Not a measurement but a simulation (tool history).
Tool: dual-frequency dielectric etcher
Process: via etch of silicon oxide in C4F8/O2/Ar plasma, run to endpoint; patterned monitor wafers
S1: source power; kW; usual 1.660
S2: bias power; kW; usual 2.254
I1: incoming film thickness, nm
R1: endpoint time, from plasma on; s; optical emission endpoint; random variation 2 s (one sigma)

{"run": 1, "hour": 0.0, "S1": 1.66, "S2": 2.701, "I1": 1989.3, "R1": 466.6}
{"run": 2, "hour": 9.7, "S1": 1.66, "S2": 2.701, "I1": 1971.4, "R1": 463.2}
{"run": 3, "hour": 16.3, "S1": 1.66, "S2": 2.701, "I1": 1979.2, "R1": 467.7}
{"hour": 56.2, "done": "upper electrode replaced"}
{"run": 4, "hour": 56.7, "S1": 1.66, "S2": 2.027, "I1": 1973.4, "R1": 510.8}
{"run": 5, "hour": 57.1, "S1": 1.66, "S2": 2.254, "I1": 1974.3, "R1": 495.8}
{"run": 6, "hour": 57.5, "S1": 1.66, "S2": 2.254, "I1": 1982.6, "R1": 497.8}
{"run": 7, "hour": 64.6, "S1": 1.66, "S2": 2.254, "I1": 1988.8, "R1": 503.1}
{"hour": 73.2, "done": "bias power generator calibrated"}
{"run": 8, "hour": 73.7, "S1": 1.26, "S2": 1.753, "I1": 1969.8, "R1": 648.7}
{"hour": 100.1, "done": "wet clean of the chamber"}
{"run": 9, "hour": 100.6, "S1": 1.66, "S2": 2.254, "I1": 1967.2, "R1": 471.2}
{"run": 10, "hour": 101.0, "S1": 1.86, "S2": 2.709, "I1": 1951.7, "R1": 410.8}
{"hour": 113.0, "done": "source power generator calibrated"}
{"run": 11, "hour": 113.5, "S1": 1.45, "S2": 1.985, "I1": 1965.5, "R1": 535.3}
{"run": 12, "hour": 127.1, "S1": 1.25, "S2": 1.962, "I1": 1962.3, "R1": 600.1}

Run 13 comes next. What will it give?
{"run": 13, "hour": 133.6, "S1": 1.66, "S2": 2.254, "I1": 1975.4, "R1": "?"}

Run 13 gave R1 473.7 s.
Without the tool's hidden state the same run would have given R1 467.4 s.
